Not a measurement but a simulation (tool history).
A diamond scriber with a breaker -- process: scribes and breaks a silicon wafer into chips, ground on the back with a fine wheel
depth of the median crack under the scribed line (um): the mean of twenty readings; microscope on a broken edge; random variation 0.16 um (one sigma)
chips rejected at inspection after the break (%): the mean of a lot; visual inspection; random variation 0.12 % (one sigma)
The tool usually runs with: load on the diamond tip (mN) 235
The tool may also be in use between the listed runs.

run     day  load on the diamond tip (mN)  wafers since the last listed run  hours since the diamond tip was replaced  hours since the load on the tip was calibrated  incoming depth of the damage left on the back of the incoming wafer, um  depth of the median crack under the scribed line (um)  chips rejected at inspection after the break (%)
  1       0                           235                                 0                                     116.9                                           316.6                                                                     2.94                                                   8.82                                              4.11
  2   4.217                           235                               133                                     218.1                                           417.8                                                                     1.83                                                   9.25                                              2.04
  3   7.083                           235                                90                                     286.9                                           486.6                                                                     1.79                                                   9.67                                              1.73
  4   9.717                           235                                83                                     350.1                                           549.8                                                                     2.59                                                   9.37                                              2.96
  5  13.879                           235                               131                                       450                                           649.7                                                                     2.83                                                   9.37                                              3.71
     15.117  -- load on the tip recalibrated
  6  17.342                           187                               106                                     533.1                                            53.4                                                                     1.62                                                   8.93                                              1.79
     19.346  -- diamond tip replaced by a new one
  7  21.104                           235                               116                                      42.2                                           143.7                                                                     2.11                                                   9.95                                              2.57
  8  23.033                           235                                61                                      88.5                                             190                                                                     1.94                                                   9.87                                              2.41
  9  26.579                           218                               112                                     173.6                                           275.1                                                                     1.86                                                   9.35                                              2.11
 10  29.875                           281                               104                                     252.7                                           354.2                                                                     1.87                                                  10.96                                              4.19
 11    32.2                           256                                73                                     308.5                                             410                                                                      2.2                                                   9.94                                              3.39
     33.408  -- load on the tip recalibrated, repeated, since the last time left the tool worse
 12  36.162                           285                               122                                     403.6                                            66.1                                                                     2.77                                                   9.92                                              3.86
     39.096  -- diamond tip replaced by a new one
 13   39.25                           285                                95                                       3.7                                           140.2                                                                     2.13                                                   9.96                                              2.95
 14  43.021                           285                               119                                      94.2                                           230.7                                                                     2.45                                                  10.15                                              3.31
 15  45.304                           203                                72                                       149                                           285.5                                                                      2.8                                                   8.64                                               4.5
 16  47.433                           196                                67                                     200.1                                           336.6                                                                      1.6                                                   8.65                                              2.13
 17  50.304                           235                                90                                       269                                           405.5                                                                     2.32                                                   9.32                                              2.69
 18  54.462                           200                               131                                     368.8                                           505.3                                                                      2.1                                                   8.79                                              2.78
       59.1  -- load on the tip recalibrated
     59.954  -- diamond tip replaced by a new one
 19  66.679                           235                               381                                     161.4                                           181.9                                                                     2.47                                                    9.2                                              2.97
 20  68.438                           282                                55                                     203.6                                           224.1                                                                     1.86                                                  10.04                                              2.66
 21    70.1                           280                                52                                     243.5                                             264                                                                     2.32                                                   9.97                                              3.12
 22  72.612                           277                                79                                     303.8                                           324.3                                                                     1.71                                                   10.1                                              2.23
 23  74.654                           235                                64                                     352.8                                           373.3                                                                     2.06                                                   9.36                                              2.31
 24  77.296                           235                                83                                     416.2                                           436.7                                                                     1.58                                                   9.11                                              1.56
     79.308  -- diamond tip replaced by a new one
 25  80.433                           298                                96                                        27                                             512                                                                     2.94                                                  10.47                                              5.04
     81.792  -- load on the tip recalibrated
 26  85.233                           195                               149                                     142.2                                            82.6                                                                     2.09                                                    8.5                                              2.81
 27  88.996                           171                               118                                     232.5                                           172.9                                                                     2.45                                                   7.91                                              5.15
 28  91.729                           235                                86                                     298.1                                           238.5                                                                     1.73                                                   9.62                                              1.81
 29  95.312                           303                               113                                     384.1                                           324.5                                                                     1.88                                                  10.37                                              3.51
 30  99.308                           275                               126                                       480                                           420.4                                                                     1.93                                                   9.91                                              2.82

How the hidden state differs across the entries between the runs, from the last listed run before each to the first after it:
Between runs 5 and 6: load on the tip recalibrated (day 15.117)
  deviation of the load on the tip from its setpoint, %: 8.28 -> 15.6
  measured less the result without the state, depth of the median crack under the scribed line (um): +0.33 -> +0.58; chips rejected at inspection after the break (%): -0.13 -> -0.89
Between runs 6 and 7: diamond tip replaced by a new one (day 19.346)
  deviation of the load on the tip from its setpoint, %: 15.6 -> 15.9
  measured less the result without the state, depth of the median crack under the scribed line (um): +0.58 -> +0.66; chips rejected at inspection after the break (%): -0.89 -> +0.26
Between runs 11 and 12: load on the tip recalibrated, repeated, since the last time left the tool worse (day 33.408)
  deviation of the load on the tip from its setpoint, %: 19.2 -> -0.588
  measured less the result without the state, depth of the median crack under the scribed line (um): +0.78 -> -0.03; chips rejected at inspection after the break (%): +0.99 -> -0.03
Between runs 12 and 13: diamond tip replaced by a new one (day 39.096)
  deviation of the load on the tip from its setpoint, %: -0.588 -> -0.253
  measured less the result without the state, depth of the median crack under the scribed line (um): -0.03 -> -0.02; chips rejected at inspection after the break (%): -0.03 -> -0.01
Between runs 18 and 19: load on the tip recalibrated (day 59.1); diamond tip replaced by a new one (day 59.954)
  deviation of the load on the tip from its setpoint, %: 4.92 -> 0.854
  measured less the result without the state, depth of the median crack under the scribed line (um): +0.19 -> +0.03; chips rejected at inspection after the break (%): -0.34 -> -0.02
Between runs 24 and 25: diamond tip replaced by a new one (day 79.308)
  deviation of the load on the tip from its setpoint, %: 4.31 -> 5.88
  measured less the result without the state, depth of the median crack under the scribed line (um): +0.18 -> +0.27; chips rejected at inspection after the break (%): +0.02 -> +0.46
Between runs 25 and 26: load on the tip recalibrated (day 81.792)
  deviation of the load on the tip from its setpoint, %: 5.88 -> 0.84
  measured less the result without the state, depth of the median crack under the scribed line (um): +0.27 -> +0.03; chips rejected at inspection after the break (%): +0.46 -> -0.06
